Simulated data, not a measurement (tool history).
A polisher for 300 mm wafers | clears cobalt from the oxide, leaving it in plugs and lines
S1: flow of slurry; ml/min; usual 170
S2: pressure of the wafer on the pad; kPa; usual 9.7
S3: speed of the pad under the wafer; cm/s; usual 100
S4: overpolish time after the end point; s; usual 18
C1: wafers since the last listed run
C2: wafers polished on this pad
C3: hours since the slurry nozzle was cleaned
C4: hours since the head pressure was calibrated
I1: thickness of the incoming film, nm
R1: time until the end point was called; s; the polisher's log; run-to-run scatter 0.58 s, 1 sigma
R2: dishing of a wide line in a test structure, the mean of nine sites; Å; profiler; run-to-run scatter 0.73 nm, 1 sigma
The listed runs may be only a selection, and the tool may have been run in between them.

Run 1, hour 0: usual settings but S1 205 ml/min, S2 11 kPa; C1 0; C2 774; C3 147.9; C4 1224; I1 263.5. Result: R1 59.5 s, R2 463 Å.
Run 2, hour 29.7: usual settings but S1 205 ml/min, S2 11 kPa; C1 275; C2 1049; C3 177.6; C4 1253.7; I1 264.6. Result: R1 60.6 s, R2 467 Å.
Run 3, hour 50.5: usual settings; C1 192; C2 1242; C3 198.4; C4 1274.5; I1 258.3. Result: R1 67.8 s, R2 435 Å.
At hour 65.5: worn pad replaced by a new one.
Run 4, hour 80.9: usual settings; C1 244; C2 142; C3 228.8; C4 1304.9; I1 263.3. Result: R1 69.4 s, R2 430 Å.
Run 5, hour 108.4: usual settings; C1 255; C2 398; C3 256.3; C4 1332.4; I1 261.5. Result: R1 69.8 s, R2 436 Å.
Run 6, hour 158.3: usual settings; C1 462; C2 860; C3 306.2; C4 1382.3; I1 261.3. Result: R1 68.2 s, R2 434 Å.
Run 7, hour 211: usual settings; C1 488; C2 1349; C3 358.9; C4 1435; I1 262.4. Result: R1 70.3 s, R2 420 Å.
At hour 222.3: worn pad replaced by a new one.
Run 8, hour 241.9: usual settings; C1 249; C2 181; C3 389.8; C4 1465.9; I1 261.3. Result: R1 68.6 s, R2 426 Å.
At hour 261.8: head pressure recalibrated.
Run 9, hour 262.3: usual settings; C1 170; C2 352; C3 410.2; C4 0.5; I1 263.9. Result: R1 70.4 s, R2 437 Å.
Run 10, hour 282.5: usual settings; C1 187; C2 540; C3 430.4; C4 20.7; I1 263.9. Result: R1 70.3 s, R2 420 Å.
Run 11, hour 302.6: usual settings but S2 11 kPa, S4 24 s; C1 186; C2 726; C3 450.5; C4 40.8; I1 257.1. Result: R1 59.6 s, R2 518 Å.
At hour 330: slurry nozzle cleaned.
Run 12, hour 338.5: usual settings but S2 11 kPa, S4 24 s; C1 323; C2 1050; C3 8.5; C4 76.7; I1 257.7. Result: R1 58.6 s, R2 531 Å.
At hour 375.9: worn pad replaced by a new one.
Run 13, hour 376.4: usual settings but S2 11 kPa; C1 314; C2 4; C3 46.4; C4 114.6; I1 260.6. Result: R1 60.5 s, R2 459 Å.
Run 14, hour 395.4: usual settings but S2 11 kPa, S4 24 s; C1 176; C2 180; C3 65.4; C4 133.6; I1 254.7. Result: R1 59 s, R2 518 Å.
Run 15, hour 429.3: usual settings but S3 68 cm/s; C1 314; C2 495; C3 99.3; C4 167.5; I1 259.7. Result: R1 101.9 s, R2 330 Å.
Run 16, hour 443.4: usual settings but S3 76 cm/s; C1 130; C2 625; C3 113.4; C4 181.6; I1 260.1. Result: R1 90.6 s, R2 367 Å.
Run 17, hour 471: usual settings but S4 13 s; C1 256; C2 881; C3 141; C4 209.2; I1 259.3. Result: R1 69 s, R2 343 Å.
Run 18, hour 489.8: usual settings; C1 174; C2 1056; C3 159.8; C4 228; I1 259.2. Result: R1 68.4 s, R2 422 Å.
At hour 507.4: worn pad replaced by a new one.
Run 19, hour 514.3: usual settings but S1 225 ml/min; C1 190; C2 64; C3 184.3; C4 252.5; I1 262.5. Result: R1 67.1 s, R2 432 Å.
Run 20, hour 541.7: usual settings but S1 210 ml/min, S3 116 cm/s, S4 29 s; C1 254; C2 318; C3 211.7; C4 279.9; I1 256. Result: R1 57 s, R2 557 Å.
Run 21, hour 567.7: usual settings but S1 195 ml/min, S3 70 cm/s; C1 241; C2 559; C3 237.7; C4 305.9; I1 258.6. Result: R1 96.1 s, R2 333 Å.
At hour 630: worn pad replaced by a new one.
Run 22, hour 651.5: usual settings but S1 120 ml/min, S2 11.7 kPa, S4 9 s; C1 740; C2 199; C3 321.5; C4 389.7; I1 261.7. Result: R1 58.7 s, R2 295 Å.
Run 23, hour 680.4: usual settings but S2 12.4 kPa, S4 11 s; C1 268; C2 467; C3 350.4; C4 418.6; I1 263.1. Result: R1 53.3 s, R2 369 Å.
Run 24, hour 701.2: usual settings; C1 192; C2 660; C3 371.2; C4 439.4; I1 260.5. Result: R1 69.4 s, R2 430 Å.

Across each entry between runs, compare the hidden state at the last listed run before it with the hidden state at the first listed run after it:
Runs 3 to 4: worn pad replaced by a new one (hour 65.5)
  both runs share identical hidden conditions
Runs 7 to 8: worn pad replaced by a new one (hour 222.3)
  both runs share identical hidden conditions
Runs 8 to 9: head pressure recalibrated (hour 261.8)
  both runs share identical hidden conditions
Runs 11 to 12: slurry nozzle cleaned (hour 330)
  both runs share identical hidden conditions
Runs 12 to 13: worn pad replaced by a new one (hour 375.9)
  both runs share identical hidden conditions
Runs 18 to 19: worn pad replaced by a new one (hour 507.4)
  both runs share identical hidden conditions
Runs 21 to 22: worn pad replaced by a new one (hour 630)
  both runs share identical hidden conditions
